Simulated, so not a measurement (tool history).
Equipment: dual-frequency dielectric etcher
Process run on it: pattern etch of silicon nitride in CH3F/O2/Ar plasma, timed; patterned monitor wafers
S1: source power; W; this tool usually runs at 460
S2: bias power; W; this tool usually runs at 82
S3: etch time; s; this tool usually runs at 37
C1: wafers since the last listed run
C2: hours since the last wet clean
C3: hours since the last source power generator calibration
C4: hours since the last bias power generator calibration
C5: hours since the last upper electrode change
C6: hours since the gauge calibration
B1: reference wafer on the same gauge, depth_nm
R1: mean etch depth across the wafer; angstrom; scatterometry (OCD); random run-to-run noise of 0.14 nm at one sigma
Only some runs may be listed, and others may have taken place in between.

run	hour	S1	S2	S3	C1	C2	C3	C4	C5	C6	B1	R1
1	0	460	82	31	0	404.1	1708.4	2856.5	1402	1055.8	24.69	241.7
2	46.2	460	82	31	805	450.3	1754.6	2902.7	1448.2	1102	24.67	244.2
3	132.6	460	82	37	1505	536.7	1841	2989.1	1534.6	1188.4	24.71	292
4	181.4	460	82	37	850	585.5	1889.8	3037.9	1583.4	1237.2	24.68	295.6
# hour 205.5: wet clean of the chamber
5	213.2	460	76	41	135	7.7	1921.6	3069.7	1615.2	1269	24.72	295.5
6	274.3	460	76	41	1064	68.8	1982.7	3130.8	1676.3	1330.1	24.68	298.8
7	308.5	460	82	31.5	595	103	2016.9	3165	1710.5	1364.3	24.7	241.5
8	367.7	460	82	37	1031	162.2	2076.1	3224.2	1769.7	1423.5	24.7	283.3
9	430.5	460	82	37	1094	225	2138.9	3287	1832.5	1486.3	24.7	285.8
10	499.6	460	92	28.5	1204	294.1	2208	3356.1	1901.6	1555.4	24.72	235.3
11	530.3	460	99	37	534	324.8	2238.7	3386.8	1932.3	1586.1	24.71	317.6
12	583.2	410	69	40	921	377.7	2291.6	3439.7	1985.2	1639	24.72	268.4
13	632.4	460	82	28.5	857	426.9	2340.8	3488.9	2034.4	1688.2	24.71	224
14	687.5	390	93	43	960	482	2395.9	3544	2089.5	1743.3	24.69	334.2
15	751.3	460	92	29	1111	545.8	2459.7	3607.8	2153.3	1807.1	24.7	245.5
# hour 816.9: wet clean of the chamber
# hour 830.9: source power generator calibrated
# hour 905.9: bias power generator calibrated
# hour 921.4: upper electrode replaced, of another model than before
16	952.8	390	97	27.5	2682	135.9	121.9	46.9	31.4	2008.6	24.75	212
17	997	460	91	48	770	180.1	166.1	91.1	75.6	2052.8	24.68	404.1
18	1027.1	460	82	37	524	210.2	196.2	121.2	105.7	2082.9	24.66	283.6
19	1066.9	550	68	27.5	693	250	236	161	145.5	2122.7	24.7	197.5
20	1133.2	500	95	37	1155	316.3	302.3	227.3	211.8	2189	24.69	345.4
# hour 1167.2: gauge calibrated
21	1275.7	500	64	27.5	2483	458.8	444.8	369.8	354.3	108.5	24.71	174.3
22	1327.6	570	88	37	904	510.7	496.7	421.7	406.2	160.4	24.68	359.6
23	1370	340	96	37	738	553.1	539.1	464.1	448.6	202.8	24.71	257.3
24	1398.4	350	66	37	494	581.5	567.5	492.5	477	231.2	24.72	179.1
25	1424.1	460	82	37	447	607.2	593.2	518.2	502.7	256.9	24.71	294.2
# hour 1451.5: wet clean of the chamber
26	1460.7	350	82	34	219	9.2	629.8	554.8	539.3	293.5	24.68	198.1
27	1512	460	97	37	893	60.5	681.1	606.1	590.6	344.8	24.68	319.8
28	1554.3	460	71	46	737	102.8	723.4	648.4	632.9	387.1	24.69	297.4
29	1608.6	390	82	47.5	946	157.1	777.7	702.7	687.2	441.4	24.7	310.6
30	1652.3	460	102	27	761	200.8	821.4	746.4	730.9	485.1	24.65	247.7
31	1689.1	460	76	41	641	237.6	858.2	783.2	767.7	521.9	24.71	291.8

Each row is a separate what-if for the run after 31, all from the same tool condition, not one after another. Results?
A	1689.5	430	82	37	6	238	858.6	783.6	768.1	522.3	?	?
B	1689.5	460	92	37	6	238	858.6	783.6	768.1	522.3	?	?
C	1689.5	460	91	37	6	238	858.6	783.6	768.1	522.3	?	?

run	B1	R1
A	24.69	264.7
B	24.69	308.6
C	24.69	305.8
Without the tool's hidden state the same runs would have given:
run	R1
A	260.3
B	303.5
C	300.7

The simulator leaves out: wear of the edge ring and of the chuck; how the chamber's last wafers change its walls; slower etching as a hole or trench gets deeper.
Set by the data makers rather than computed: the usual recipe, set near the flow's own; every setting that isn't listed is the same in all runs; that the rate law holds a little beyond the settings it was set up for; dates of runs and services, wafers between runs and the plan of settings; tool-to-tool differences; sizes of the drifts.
